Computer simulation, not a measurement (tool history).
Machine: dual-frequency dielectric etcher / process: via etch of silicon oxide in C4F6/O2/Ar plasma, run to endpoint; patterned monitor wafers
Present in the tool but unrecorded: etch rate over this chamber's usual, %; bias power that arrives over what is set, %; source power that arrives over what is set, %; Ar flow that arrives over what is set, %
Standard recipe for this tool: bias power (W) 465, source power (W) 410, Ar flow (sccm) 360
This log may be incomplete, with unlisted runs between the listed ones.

| run | hour | bias power (W) | source power (W) | Ar flow (sccm) | wafers since the last listed run | hours since the last wet clean | hours since the last bias power generator calibration | hours since the last source power generator calibration | hours since the last Ar flow controller change | hours since the last upper electrode change | incoming incoming film thickness, nm | endpoint time (s) |
|---|---|---|---|---|---|---|---|---|---|---|---|---|
| 1 | 0.0 | 465 | 410 | 360 | 0 | 385.3 | 2112.9 | 2761.5 | 6089.2 | 2507.7 | 89.9 | 20.8 |
| 2 | 8.3 | 465 | 410 | 360 | 166 | 393.6 | 2121.2 | 2769.8 | 6097.5 | 2516.0 | 90.2 | 20.6 |
| 3 | 23.1 | 492 | 410 | 360 | 296 | 408.4 | 2136.0 | 2784.6 | 6112.3 | 2530.8 | 89.3 | 19.9 |
| 4 | 31.8 | 465 | 450 | 360 | 174 | 417.1 | 2144.7 | 2793.3 | 6121.0 | 2539.5 | 89.3 | 19.7 |
| 5 | 38.0 | 465 | 450 | 360 | 124 | 423.3 | 2150.9 | 2799.5 | 6127.2 | 2545.7 | 89.8 | 19.8 |
| 6 | 54.0 | 465 | 450 | 360 | 320 | 439.3 | 2166.9 | 2815.5 | 6143.2 | 2561.7 | 90.3 | 20.0 |
| 7 | 63.2 | 465 | 410 | 291 | 184 | 448.5 | 2176.1 | 2824.7 | 6152.4 | 2570.9 | 89.7 | 19.6 |
| 8 | 71.2 | 465 | 410 | 291 | 160 | 456.5 | 2184.1 | 2832.7 | 6160.4 | 2578.9 | 89.6 | 19.8 |
|  | 95.8 | wet clean of the chamber |
| 9 | 96.3 | 465 | 410 | 360 | 22 | 0.5 | 2209.2 | 2857.8 | 6185.5 | 2604.0 | 89.9 | 19.6 |
| 10 | 96.6 | 465 | 410 | 294 | 6 | 0.8 | 2209.5 | 2858.1 | 6185.8 | 2604.3 | 89.3 | 19.0 |
| 11 | 108.2 | 465 | 410 | 294 | 232 | 12.4 | 2221.1 | 2869.7 | 6197.4 | 2615.9 | 90.4 | 19.5 |
| 12 | 118.2 | 465 | 410 | 360 | 200 | 22.4 | 2231.1 | 2879.7 | 6207.4 | 2625.9 | 90.9 | 19.8 |
| 13 | 132.4 | 465 | 480 | 383 | 284 | 36.6 | 2245.3 | 2893.9 | 6221.6 | 2640.1 | 90.9 | 19.4 |
|  | 144.6 | source power generator calibrated |
| 14 | 145.1 | 465 | 410 | 360 | 174 | 49.3 | 2258.0 | 0.5 | 6234.3 | 2652.8 | 91.3 | 19.6 |
| 15 | 150.2 | 465 | 410 | 412 | 102 | 54.4 | 2263.1 | 5.6 | 6239.4 | 2657.9 | 89.8 | 19.8 |
| 16 | 160.1 | 465 | 410 | 360 | 198 | 64.3 | 2273.0 | 15.5 | 6249.3 | 2667.8 | 89.6 | 19.4 |
|  | 177.5 | bias power generator calibrated |
|  | 191.8 | wet clean of the chamber, repeated, since the last time left the tool worse |
|  | 194.9 | upper electrode replaced |
| 17 | 195.4 | 465 | 410 | 360 | 277 | 3.6 | 17.9 | 50.8 | 6284.6 | 0.5 | 90.4 | 20.9 |
| 18 | 220.4 | 465 | 410 | 360 | 500 | 28.6 | 42.9 | 75.8 | 6309.6 | 25.5 | 89.4 | 20.7 |
| 19 | 226.4 | 414 | 410 | 432 | 120 | 34.6 | 48.9 | 81.8 | 6315.6 | 31.5 | 90.5 | 22.7 |
| 20 | 232.7 | 552 | 350 | 383 | 126 | 40.9 | 55.2 | 88.1 | 6321.9 | 37.8 | 89.7 | 20.3 |
|  | 241.1 | Ar flow controller replaced |
| 21 | 244.5 | 358 | 460 | 321 | 116 | 52.7 | 67.0 | 99.9 | 3.4 | 49.6 | 89.8 | 21.9 |
| 22 | 257.3 | 465 | 360 | 315 | 256 | 65.5 | 79.8 | 112.7 | 16.2 | 62.4 | 89.7 | 21.3 |
| 23 | 302.4 | 465 | 410 | 408 | 902 | 110.6 | 124.9 | 157.8 | 61.3 | 107.5 | 90.6 | 21.5 |
| 24 | 311.7 | 465 | 370 | 334 | 186 | 119.9 | 134.2 | 167.1 | 70.6 | 116.8 | 90.6 | 21.1 |
| 25 | 318.7 | 547 | 500 | 360 | 140 | 126.9 | 141.2 | 174.1 | 77.6 | 123.8 | 90.0 | 18.2 |
| 26 | 358.6 | 536 | 410 | 433 | 798 | 166.8 | 181.1 | 214.0 | 117.5 | 163.7 | 89.6 | 19.8 |
| 27 | 375.3 | 517 | 480 | 360 | 334 | 183.5 | 197.8 | 230.7 | 134.2 | 180.4 | 90.1 | 19.1 |
| 28 | 383.2 | 510 | 360 | 442 | 158 | 191.4 | 205.7 | 238.6 | 142.1 | 188.3 | 89.9 | 20.8 |
| 29 | 392.7 | 465 | 410 | 360 | 190 | 200.9 | 215.2 | 248.1 | 151.6 | 197.8 | 90.3 | 20.8 |

Run by run, hidden condition taken away, random variation retained:
| run | endpoint time (s) |
|---|---|
| 1 | 21.3 |
| 2 | 21.1 |
| 3 | 20.4 |
| 4 | 20.2 |
| 5 | 20.3 |
| 6 | 20.5 |
| 7 | 20.1 |
| 8 | 20.3 |
| 9 | 20.9 |
| 10 | 20.2 |
| 11 | 20.7 |
| 12 | 21.1 |
| 13 | 20.7 |
| 14 | 20.9 |
| 15 | 21.1 |
| 16 | 20.6 |
| 17 | 21.0 |
| 18 | 20.7 |
| 19 | 22.8 |
| 20 | 20.4 |
| 21 | 22.0 |
| 22 | 21.4 |
| 23 | 21.7 |
| 24 | 21.3 |
| 25 | 18.4 |
| 26 | 20.0 |
| 27 | 19.3 |
| 28 | 21.1 |
| 29 | 21.1 |
